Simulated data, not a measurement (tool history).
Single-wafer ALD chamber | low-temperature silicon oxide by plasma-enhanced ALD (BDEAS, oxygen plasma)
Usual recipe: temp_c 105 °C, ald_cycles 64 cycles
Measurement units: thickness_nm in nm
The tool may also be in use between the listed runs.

run    hour  temp_c  ald_cycles  read-back reference wafer on the same gauge, thickness_nm  thickness_nm
  1       0     105          64                                                     10.563         9.412
  2    65.4     105          64                                                     10.555         9.391
  3    94.4     105          64                                                     10.557         9.436
  4   149.7     114          64                                                     10.556          9.22
  5   176.9     114          64                                                     10.552         9.212
  6   221.7     114          64                                                     10.555         9.224
  7   266.4     105          64                                                     10.567         9.373
  8   290.7     105          64                                                     10.556         9.407
  9     342     105          64                                                     10.563         9.382
 10   402.6     105          64                                                     10.558         9.375
 11     446     111          64                                                      10.57         9.249
 12   514.1     111          64                                                     10.558         9.264
 13   542.1     111          64                                                     10.554         9.241
 14   592.7     105          64                                                     10.566         9.377
 15   737.5     105          64                                                     10.563         9.397
 16   770.9     105          64                                                     10.564         9.322
 17   842.1     105          64                                                     10.558         9.355
 18   875.9     105          64                                                     10.562         9.425
 19   902.6     105          64                                                     10.561         9.384
 20   957.3     105          64                                                     10.557         9.392
 21   995.8     105          64                                                     10.559         9.412
 22  1026.3     117          64                                                     10.557         9.131
 23    1058     105          64                                                     10.561         9.413
 24  1101.3      99          57                                                     10.557         8.479
 25  1135.4     117          54                                                     10.553         7.671
 26  1170.4     120          53                                                     10.556          7.54
 27  1232.9     116          74                                                     10.573        10.628
 28  1282.2     105          64                                                      10.56         9.442
 29  1311.2     105          64                                                     10.563         9.388
 30  1376.3     105          67                                                     10.564         9.851
 31  1402.9     105          64                                                     10.553         9.323
 32  1427.5     105          64                                                     10.557         9.428
 33  1588.2     120          53                                                     10.563         7.515
 34  1648.4     105          64                                                     10.559         9.392
 35  1714.7     105          64                                                     10.568          9.33
 36  1741.4     116          72                                                     10.556        10.354
 37  1797.8     109          70                                                     10.561        10.121
 38  1846.2      92          70                                                     10.553        10.608
 39  1898.1      92          68                                                     10.568         10.42
 40  1969.1     116          76                                                     10.561        10.952
 41  2001.9     105          51                                                     10.563         7.448
 42    2044      99          56                                                      10.56         8.294
 43  2080.1     118          58                                                     10.559         8.241
 44  2117.6     105          68                                                     10.549          9.91

Not shown here: 3 entries made in the log between runs. Locate each between two listed runs and compare the hidden state at the listed run before it with the hidden state at the listed run after it:
From run 14 to run 15: gauge calibrated (hour 665.8)
  the hidden state is the same at both runs
From run 32 to run 33: gauge calibrated (hour 1583.7)
  the hidden state is the same at both runs
From run 33 to run 34: thermocouple changed; heater temperature recalibrated (hour 1647.9)
  the hidden state is the same at both runs

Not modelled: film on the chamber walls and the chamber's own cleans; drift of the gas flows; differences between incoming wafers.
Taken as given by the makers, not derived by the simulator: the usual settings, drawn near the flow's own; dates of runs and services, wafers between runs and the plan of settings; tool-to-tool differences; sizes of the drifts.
